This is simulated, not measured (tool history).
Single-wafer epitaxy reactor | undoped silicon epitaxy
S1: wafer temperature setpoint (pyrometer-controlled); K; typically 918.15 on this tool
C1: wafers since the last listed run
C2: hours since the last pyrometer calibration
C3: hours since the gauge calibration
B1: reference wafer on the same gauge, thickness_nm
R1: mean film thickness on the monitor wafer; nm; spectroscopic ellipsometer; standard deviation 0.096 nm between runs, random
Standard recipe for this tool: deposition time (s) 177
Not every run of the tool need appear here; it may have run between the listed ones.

run 1 day=0 | S1=918.15 deposition_time_(s)=177 | C1=0 C2=1332.6 C3=457.2 | B1=26.205 | R1=27.155
run 2 day=2.229 | S1=918.15 deposition_time_(s)=177 | C1=380 C2=1386.1 C3=510.7 | B1=26.172 | R1=27.142
run 3 day=3.85 | S1=918.15 deposition_time_(s)=177 | C1=276 C2=1425 C3=549.6 | B1=26.174 | R1=27.148
run 4 day=6.204 | S1=918.15 deposition_time_(s)=177 | C1=401 C2=1481.5 C3=606.1 | B1=26.234 | R1=27.05
run 5 day=7.562 | S1=918.15 deposition_time_(s)=177 | C1=231 C2=1514.1 C3=638.7 | B1=26.211 | R1=27.123
run 6 day=10.279 | S1=918.15 deposition_time_(s)=177 | C1=463 C2=1579.3 C3=703.9 | B1=26.208 | R1=27.082
run 7 day=11.442 | S1=918.15 deposition_time_(s)=177 | C1=198 C2=1607.2 C3=731.8 | B1=26.184 | R1=27.173
run 8 day=12.467 | S1=929.15 deposition_time_(s)=163 | C1=174 C2=1631.8 C3=756.4 | B1=26.212 | R1=30.824
run 9 day=14.654 | S1=929.15 deposition_time_(s)=163 | C1=373 C2=1684.3 C3=808.9 | B1=26.21 | R1=30.788
run 10 day=17.508 | S1=911.15 deposition_time_(s)=157 | C1=486 C2=1752.8 C3=877.4 | B1=26.193 | R1=21.055
-- day=18.754 pyrometer calibrated
-- day=18.842 gauge calibrated
run 11 day=18.917 | S1=911.15 deposition_time_(s)=209 | C1=183 C2=3.9 C3=1.8 | B1=26.197 | R1=26.52
run 12 day=21.458 | S1=929.15 deposition_time_(s)=146 | C1=433 C2=64.9 C3=62.8 | B1=26.217 | R1=26.326
run 13 day=22.562 | S1=918.15 deposition_time_(s)=142 | C1=188 C2=91.4 C3=89.3 | B1=26.216 | R1=20.889
run 14 day=24.475 | S1=926.15 deposition_time_(s)=143 | C1=326 C2=137.3 C3=135.2 | B1=26.197 | R1=24.503
run 15 day=25.725 | S1=908.15 deposition_time_(s)=177 | C1=213 C2=167.3 C3=165.2 | B1=26.182 | R1=21.395
run 16 day=27.775 | S1=904.15 deposition_time_(s)=177 | C1=349 C2=216.5 C3=214.4 | B1=26.14 | R1=19.865
run 17 day=29.321 | S1=918.15 deposition_time_(s)=177 | C1=263 C2=253.6 C3=251.5 | B1=26.226 | R1=26.281
run 18 day=31.729 | S1=906.15 deposition_time_(s)=147 | C1=410 C2=311.4 C3=309.3 | B1=26.147 | R1=17.293
run 19 day=34.371 | S1=918.15 deposition_time_(s)=177 | C1=450 C2=374.8 C3=372.7 | B1=26.214 | R1=26.423

Below are 3 alternative next runs, each starting from the tool's condition after run 19. Predict each:
run A day=34.388 | S1=911.15 deposition_time_(s)=177 | C1=2 C2=375.2 C3=373.1 | B1=? | R1=?
run B day=34.388 | S1=924.15 deposition_time_(s)=177 | C1=2 C2=375.2 C3=373.1 | B1=? | R1=?
run C day=34.388 | S1=923.15 deposition_time_(s)=142 | C1=2 C2=375.2 C3=373.1 | B1=? | R1=?

run=A B1=26.204 R1=22.9
run=B B1=26.204 R1=29.462
run=C B1=26.204 R1=23.187
With no hidden state in the tool, these same runs would have given:
run=A R1=22.63
run=B R1=29.123
run=C R1=22.92

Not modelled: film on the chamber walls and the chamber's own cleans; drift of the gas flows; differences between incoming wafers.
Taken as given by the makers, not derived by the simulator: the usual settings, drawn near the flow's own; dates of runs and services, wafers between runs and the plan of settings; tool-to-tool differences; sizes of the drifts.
